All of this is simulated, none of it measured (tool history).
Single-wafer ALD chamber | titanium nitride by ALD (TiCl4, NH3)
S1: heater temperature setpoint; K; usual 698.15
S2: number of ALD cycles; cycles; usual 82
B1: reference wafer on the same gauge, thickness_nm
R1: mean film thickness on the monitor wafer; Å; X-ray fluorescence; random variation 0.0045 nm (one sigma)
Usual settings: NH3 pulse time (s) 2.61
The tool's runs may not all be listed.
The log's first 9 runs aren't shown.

{"run": 10, "day": 8.2, "S1": 687.15, "S2": 82, "NH3 pulse time (s)": 3.39, "B1": 1.471, "R1": 18.08}
{"run": 11, "day": 9.362, "S1": 698.15, "S2": 82, "NH3 pulse time (s)": 2.61, "B1": 1.469, "R1": 18.02}
{"run": 12, "day": 10.792, "S1": 692.15, "S2": 82, "NH3 pulse time (s)": 1.86, "B1": 1.467, "R1": 17.58}
{"run": 13, "day": 12.008, "S1": 698.15, "S2": 82, "NH3 pulse time (s)": 2.61, "B1": 1.465, "R1": 17.94}
{"run": 14, "day": 12.767, "S1": 698.15, "S2": 82, "NH3 pulse time (s)": 2.61, "B1": 1.463, "R1": 17.82}
{"run": 15, "day": 13.471, "S1": 698.15, "S2": 82, "NH3 pulse time (s)": 2.61, "B1": 1.462, "R1": 17.9}
{"run": 16, "day": 14.292, "S1": 698.15, "S2": 82, "NH3 pulse time (s)": 2.61, "B1": 1.457, "R1": 17.91}
{"run": 17, "day": 14.942, "S1": 698.15, "S2": 82, "NH3 pulse time (s)": 2.61, "B1": 1.457, "R1": 17.85}
{"run": 18, "day": 15.729, "S1": 698.15, "S2": 82, "NH3 pulse time (s)": 2.61, "B1": 1.454, "R1": 17.76}
{"run": 19, "day": 17.029, "S1": 698.15, "S2": 75, "NH3 pulse time (s)": 1.68, "B1": 1.453, "R1": 15.99}
{"run": 20, "day": 17.954, "S1": 698.15, "S2": 82, "NH3 pulse time (s)": 2.61, "B1": 1.45, "R1": 17.74}
{"day": 18.667, "done": "gauge calibrated"}
{"run": 21, "day": 18.992, "S1": 698.15, "S2": 73, "NH3 pulse time (s)": 2.95, "B1": 1.484, "R1": 16.23}
{"run": 22, "day": 20.35, "S1": 698.15, "S2": 73, "NH3 pulse time (s)": 2.2, "B1": 1.485, "R1": 16.13}
{"day": 20.821, "done": "thermocouple changed; heater temperature recalibrated"}
{"run": 23, "day": 21.125, "S1": 683.15, "S2": 97, "NH3 pulse time (s)": 2.61, "B1": 1.484, "R1": 21.38}
{"run": 24, "day": 22.538, "S1": 698.15, "S2": 71, "NH3 pulse time (s)": 3.16, "B1": 1.485, "R1": 15.8}
{"run": 25, "day": 23.796, "S1": 693.15, "S2": 82, "NH3 pulse time (s)": 2.24, "B1": 1.482, "R1": 18}
{"run": 26, "day": 25.129, "S1": 698.15, "S2": 82, "NH3 pulse time (s)": 2.61, "B1": 1.482, "R1": 18.1}
{"run": 27, "day": 26.367, "S1": 698.15, "S2": 82, "NH3 pulse time (s)": 2.61, "B1": 1.483, "R1": 18.08}
{"run": 28, "day": 27.158, "S1": 689.15, "S2": 82, "NH3 pulse time (s)": 3.05, "B1": 1.48, "R1": 18.13}
{"day": 27.983, "done": "showerhead replaced"}
{"run": 29, "day": 28.171, "S1": 702.15, "S2": 82, "NH3 pulse time (s)": 2.61, "B1": 1.48, "R1": 18.13}
{"run": 30, "day": 29.429, "S1": 698.15, "S2": 82, "NH3 pulse time (s)": 2.61, "B1": 1.479, "R1": 18.07}
{"run": 31, "day": 30.829, "S1": 698.15, "S2": 73, "NH3 pulse time (s)": 2.2, "B1": 1.477, "R1": 16.04}
{"run": 32, "day": 34.679, "S1": 684.15, "S2": 93, "NH3 pulse time (s)": 1.99, "B1": 1.473, "R1": 20.1}
{"run": 33, "day": 35.883, "S1": 708.15, "S2": 82, "NH3 pulse time (s)": 3.3, "B1": 1.471, "R1": 18.11}
{"run": 34, "day": 36.471, "S1": 704.15, "S2": 82, "NH3 pulse time (s)": 2.61, "B1": 1.47, "R1": 18}

Run 35 comes next. What will it give?
{"run": 35, "day": 37.138, "S1": 708.15, "S2": 88, "NH3 pulse time (s)": 3.15, "B1": "?", "R1": "?"}

B1: 1.469
R1: 19.27 Å
Without the tool's hidden state the same run would have given R1 19.42 Å.
